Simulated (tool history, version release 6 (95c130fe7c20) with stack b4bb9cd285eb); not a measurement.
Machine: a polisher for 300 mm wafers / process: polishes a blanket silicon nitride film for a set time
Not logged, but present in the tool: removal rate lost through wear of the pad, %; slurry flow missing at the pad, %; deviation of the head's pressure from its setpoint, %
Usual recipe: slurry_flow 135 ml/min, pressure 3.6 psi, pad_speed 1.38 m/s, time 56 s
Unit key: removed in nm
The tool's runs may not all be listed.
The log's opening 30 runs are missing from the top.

run     day  slurry_flow  pressure  pad_speed  time  wafers since the last listed run  wafers polished on this pad  hours since the slurry nozzle was cleaned  hours since the head pressure was calibrated  incoming thickness of the incoming film, nm  removed
 31  32.629          135         3       1.38    65                               197                          202                                      176.2                                         300.9                                        460.6    138.9
 32  33.762          135       3.6       1.38    56                               269                          471                                      203.4                                         328.1                                          459    138.7
 33    35.1          135       4.5       1.38    47                               317                          789                                      235.5                                         360.2                                        461.2    139.3
 34  35.604          135       3.6       1.74    56                               119                          909                                      247.6                                         372.3                                        469.3    157.5
 35  36.525          155       2.5       1.38    56                               218                         1128                                      269.7                                         394.4                                        453.8    104.5
 36  37.025          160       2.6       1.06    45                               118                         1247                                      281.7                                         406.4                                        452.4     75.7
 37  37.867          110       4.2       1.38    56                               200                         1447                                      301.9                                         426.6                                        463.2    147.7
 38  38.412          155       3.6       1.38    41                               129                         1577                                        315                                         439.7                                        458.4    103.7

Predict each of these 3 candidate next runs independently; none follows another, all start after run 38:
  A  38.429          135       3.6       1.38    56                                 3                         1581                                      315.4                                         440.1                                        464.8        ?
  B  38.429          165       2.8        0.9    41                                 3                         1581                                      315.4                                         440.1                                        464.8        ?
  C  38.429          110       4.5       1.08    46                                 3                         1581                                      315.4                                         440.1                                        464.8        ?

run  removed
  A    137.2
  B     68.9
  C    113.2
What these runs would have given with no unlogged condition in the tool:
run  removed
  A    139.8
  B       70
  C    115.9
